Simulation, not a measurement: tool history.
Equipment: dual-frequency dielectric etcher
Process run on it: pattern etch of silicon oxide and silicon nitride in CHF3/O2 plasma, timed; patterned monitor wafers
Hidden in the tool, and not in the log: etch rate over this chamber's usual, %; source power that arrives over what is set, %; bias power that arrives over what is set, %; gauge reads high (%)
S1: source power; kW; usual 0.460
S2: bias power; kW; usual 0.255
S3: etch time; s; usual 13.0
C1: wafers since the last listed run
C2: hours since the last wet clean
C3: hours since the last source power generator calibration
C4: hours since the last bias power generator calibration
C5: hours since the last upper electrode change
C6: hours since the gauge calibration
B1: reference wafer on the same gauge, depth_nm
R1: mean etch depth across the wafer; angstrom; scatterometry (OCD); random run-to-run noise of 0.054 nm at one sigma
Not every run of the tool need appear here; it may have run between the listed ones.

run     day     S1     S2    S3    C1     C2      C3      C4      C5      C6     B1     R1
  1   0.000  0.460  0.255  13.0     0  347.0  2958.1  1665.6  2934.7   577.5  21.93  200.4
  2   2.175  0.460  0.255  13.0  1241  399.2  3010.3  1717.8  2986.9   629.7  21.89  199.7
  3   6.775  0.460  0.255  13.0  2625  509.6  3120.7  1828.2  3097.3   740.1  21.92  200.3
      8.167  -- bias power generator calibrated
  4   8.296  0.460  0.255  13.0   773  546.1  3157.2     3.1  3133.8   776.6  21.90  200.2
     11.571  -- wet clean of the chamber
  5  12.008  0.460  0.255  13.0  1548   10.5  3246.3    92.2  3222.9   865.7  21.89  200.1
  6  13.721  0.530  0.255  13.0   977   51.6  3287.4   133.3  3264.0   906.8  21.90  209.1
  7  18.100  0.430  0.255  13.0  2499  156.7  3392.5   238.4  3369.1  1011.9  21.91  196.3
  8  27.746  0.430  0.255  13.0  5506  388.2  3624.0   469.9  3600.6  1243.4  21.91  196.5
  9  29.883  0.460  0.218  13.0  1220  439.5  3675.3   521.2  3651.9  1294.7  21.92  190.6
 10  33.275  0.460  0.196  13.0  1936  520.9  3756.7   602.6  3733.3  1376.1  21.90  185.8
 11  35.308  0.490  0.319  14.5  1160  569.7  3805.5   651.4  3782.1  1424.9  21.91  243.2
     36.092  -- source power generator calibrated
     36.462  -- wet clean of the chamber
 12  38.038  0.580  0.196  13.0  1252   37.8    46.7   716.9  3847.6  1490.4  21.91  199.8
 13  40.717  0.400  0.291  12.0  1529  102.1   111.0   781.2  3911.9  1554.7  21.88  183.5
     44.325  -- upper electrode replaced
 14  45.204  0.460  0.255  13.0  1990  209.8   218.7   888.9    21.1  1662.4  21.90  199.9
 15  47.321  0.340  0.301  10.5  1208  260.6   269.5   939.7    71.9  1713.2  21.90  155.3
 16  51.438  0.460  0.255  13.0  2350  359.4   368.3  1038.5   170.7  1812.0  21.88  200.2
 17  54.442  0.370  0.235  13.0  1714  431.5   440.4  1110.6   242.8  1884.1  21.92  183.4
     56.325  -- gauge calibrated
     57.521  -- wet clean of the chamber
 18  58.888  0.460  0.255  13.0  1967   32.8   547.1  1217.3   349.5    61.5  21.89  198.9
 19  61.212  0.360  0.255  13.0  1327   88.6   602.9  1273.1   405.3   117.3  21.90  185.6
 20  63.458  0.460  0.255  13.0  1282  142.5   656.8  1327.0   459.2   171.2  21.90  199.5
 21  67.462  0.460  0.255  13.0  2285  238.6   752.9  1423.1   555.3   267.3  21.89  199.1
 22  70.050  0.570  0.255  13.0  1477  300.7   815.0  1485.2   617.4   329.4  21.90  213.0
 23  74.296  0.460  0.255  13.0  2423  402.6   916.9  1587.1   719.3   431.3  21.89  199.9
 24  75.938  0.570  0.255  13.0   937  442.0   956.3  1626.5   758.7   470.7  21.88  213.4
 25  77.833  0.420  0.255  13.0  1082  487.5  1001.8  1672.0   804.2   516.2  21.91  194.2
 26  81.125  0.540  0.212  11.0  1879  566.5  1080.8  1751.0   883.2   595.2  21.89  169.6
     83.654  -- bias power generator calibrated
     83.888  -- wet clean of the chamber
 27  83.908  0.390  0.300  13.0  1361    0.5  1147.6     6.1   950.0   662.0  21.89  200.3
 28  87.192  0.380  0.214  14.0  1874   79.3  1226.4    84.9  1028.8   740.8  21.92  194.0

Alternative continuations, all from the tool just after run 28; predict every row:
  A  87.208  0.370  0.255  13.0   9  79.7  1226.8  85.3  1029.2  741.2   ?   ?
  B  87.208  0.350  0.255  16.0   9  79.7  1226.8  85.3  1029.2  741.2   ?   ?
  C  87.208  0.540  0.191  10.5   9  79.7  1226.8  85.3  1029.2  741.2   ?   ?
  D  87.208  0.460  0.255  14.5   9  79.7  1226.8  85.3  1029.2  741.2   ?   ?
  E  87.208  0.550  0.207  13.0   9  79.7  1226.8  85.3  1029.2  741.2   ?   ?

run     B1     R1
  A  21.89  187.6
  B  21.89  227.4
  C  21.89  156.9
  D  21.89  222.8
  E  21.89  199.4
Had the tool no hidden state, the same runs would have come out as:
run     R1
  A  187.6
  B  227.4
  C  156.9
  D  222.8
  E  199.4

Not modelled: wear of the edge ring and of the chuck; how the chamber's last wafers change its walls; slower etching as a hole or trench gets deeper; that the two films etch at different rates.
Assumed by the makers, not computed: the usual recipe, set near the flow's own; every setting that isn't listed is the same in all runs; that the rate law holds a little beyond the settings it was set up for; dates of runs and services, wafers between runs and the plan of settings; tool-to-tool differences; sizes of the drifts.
